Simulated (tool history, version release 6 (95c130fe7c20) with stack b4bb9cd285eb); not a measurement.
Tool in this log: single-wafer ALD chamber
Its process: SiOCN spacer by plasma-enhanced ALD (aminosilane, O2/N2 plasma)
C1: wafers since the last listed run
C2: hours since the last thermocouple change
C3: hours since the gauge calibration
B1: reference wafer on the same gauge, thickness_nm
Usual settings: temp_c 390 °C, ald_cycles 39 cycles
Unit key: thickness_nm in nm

run 1 hour=0 | temp_c=402 ald_cycles=41 | C1=0 C2=1212.3 C3=20.5 | B1=2.426 | thickness_nm=2.44
run 2 hour=7.3 | temp_c=390 ald_cycles=39 | C1=30 C2=1219.6 C3=27.8 | B1=2.424 | thickness_nm=2.338
run 3 hour=15.8 | temp_c=390 ald_cycles=39 | C1=35 C2=1228.1 C3=36.3 | B1=2.424 | thickness_nm=2.345
run 4 hour=29.8 | temp_c=390 ald_cycles=39 | C1=58 C2=1242.1 C3=50.3 | B1=2.424 | thickness_nm=2.331
run 5 hour=36.2 | temp_c=390 ald_cycles=39 | C1=26 C2=1248.5 C3=56.7 | B1=2.424 | thickness_nm=2.336
run 6 hour=49.3 | temp_c=382 ald_cycles=37 | C1=54 C2=1261.6 C3=69.8 | B1=2.424 | thickness_nm=2.209
run 7 hour=66.1 | temp_c=382 ald_cycles=37 | C1=70 C2=1278.4 C3=86.6 | B1=2.422 | thickness_nm=2.215
run 8 hour=73.4 | temp_c=390 ald_cycles=39 | C1=30 C2=1285.7 C3=93.9 | B1=2.421 | thickness_nm=2.34
run 9 hour=83.5 | temp_c=390 ald_cycles=39 | C1=42 C2=1295.8 C3=104 | B1=2.42 | thickness_nm=2.326
run 10 hour=101.3 | temp_c=390 ald_cycles=39 | C1=74 C2=1313.6 C3=121.8 | B1=2.419 | thickness_nm=2.327
run 11 hour=117.8 | temp_c=390 ald_cycles=39 | C1=69 C2=1330.1 C3=138.3 | B1=2.417 | thickness_nm=2.331
-- hour=131.6 thermocouple changed; heater temperature recalibrated
run 12 hour=134.3 | temp_c=390 ald_cycles=39 | C1=35 C2=2.7 C3=154.8 | B1=2.416 | thickness_nm=2.335
run 13 hour=143 | temp_c=390 ald_cycles=39 | C1=36 C2=11.4 C3=163.5 | B1=2.413 | thickness_nm=2.326
run 14 hour=152.3 | temp_c=390 ald_cycles=45 | C1=38 C2=20.7 C3=172.8 | B1=2.413 | thickness_nm=2.682
run 15 hour=168.7 | temp_c=397 ald_cycles=39 | C1=68 C2=37.1 C3=189.2 | B1=2.411 | thickness_nm=2.317
run 16 hour=186.2 | temp_c=390 ald_cycles=39 | C1=73 C2=54.6 C3=206.7 | B1=2.409 | thickness_nm=2.329
-- hour=198.3 gauge calibrated
run 17 hour=201.9 | temp_c=390 ald_cycles=39 | C1=65 C2=70.3 C3=3.6 | B1=2.432 | thickness_nm=2.352
run 18 hour=232.8 | temp_c=396 ald_cycles=47 | C1=129 C2=101.2 C3=34.5 | B1=2.432 | thickness_nm=2.828
run 19 hour=248.5 | temp_c=390 ald_cycles=36 | C1=65 C2=116.9 C3=50.2 | B1=2.432 | thickness_nm=2.161
run 20 hour=257.2 | temp_c=376 ald_cycles=44 | C1=36 C2=125.6 C3=58.9 | B1=2.431 | thickness_nm=2.639
run 21 hour=273.6 | temp_c=390 ald_cycles=36 | C1=68 C2=142 C3=75.3 | B1=2.431 | thickness_nm=2.165
run 22 hour=291.1 | temp_c=390 ald_cycles=39 | C1=73 C2=159.5 C3=92.8 | B1=2.429 | thickness_nm=2.346
run 23 hour=297.6 | temp_c=390 ald_cycles=37 | C1=27 C2=166 C3=99.3 | B1=2.428 | thickness_nm=2.225
run 24 hour=306.5 | temp_c=390 ald_cycles=36 | C1=37 C2=174.9 C3=108.2 | B1=2.428 | thickness_nm=2.161
run 25 hour=313.2 | temp_c=376 ald_cycles=43 | C1=28 C2=181.6 C3=114.9 | B1=2.427 | thickness_nm=2.578
run 26 hour=320.9 | temp_c=403 ald_cycles=43 | C1=32 C2=189.3 C3=122.6 | B1=2.428 | thickness_nm=2.554
run 27 hour=336.7 | temp_c=380 ald_cycles=41 | C1=66 C2=205.1 C3=138.4 | B1=2.424 | thickness_nm=2.46
run 28 hour=348.2 | temp_c=395 ald_cycles=46 | C1=48 C2=216.6 C3=149.9 | B1=2.423 | thickness_nm=2.76
run 29 hour=363.3 | temp_c=390 ald_cycles=39 | C1=63 C2=231.7 C3=165 | B1=2.424 | thickness_nm=2.335

Alternative continuations, all from the tool just after run 29; predict every row:
run A hour=363.8 | temp_c=380 ald_cycles=39 | C1=2 C2=232.2 C3=165.5 | B1=? | thickness_nm=?
run B hour=363.8 | temp_c=384 ald_cycles=34 | C1=2 C2=232.2 C3=165.5 | B1=? | thickness_nm=?
run C hour=363.8 | temp_c=390 ald_cycles=34 | C1=2 C2=232.2 C3=165.5 | B1=? | thickness_nm=?
run D hour=363.8 | temp_c=395 ald_cycles=45 | C1=2 C2=232.2 C3=165.5 | B1=? | thickness_nm=?
run E hour=363.8 | temp_c=402 ald_cycles=46 | C1=2 C2=232.2 C3=165.5 | B1=? | thickness_nm=?

run=A B1=2.422 thickness_nm=2.329
run=B B1=2.422 thickness_nm=2.03
run=C B1=2.422 thickness_nm=2.03
run=D B1=2.422 thickness_nm=2.687
run=E B1=2.422 thickness_nm=2.728
Had the tool no hidden state, the same runs would have come out as:
run=A thickness_nm=2.337
run=B thickness_nm=2.037
run=C thickness_nm=2.037
run=D thickness_nm=2.696
run=E thickness_nm=2.738
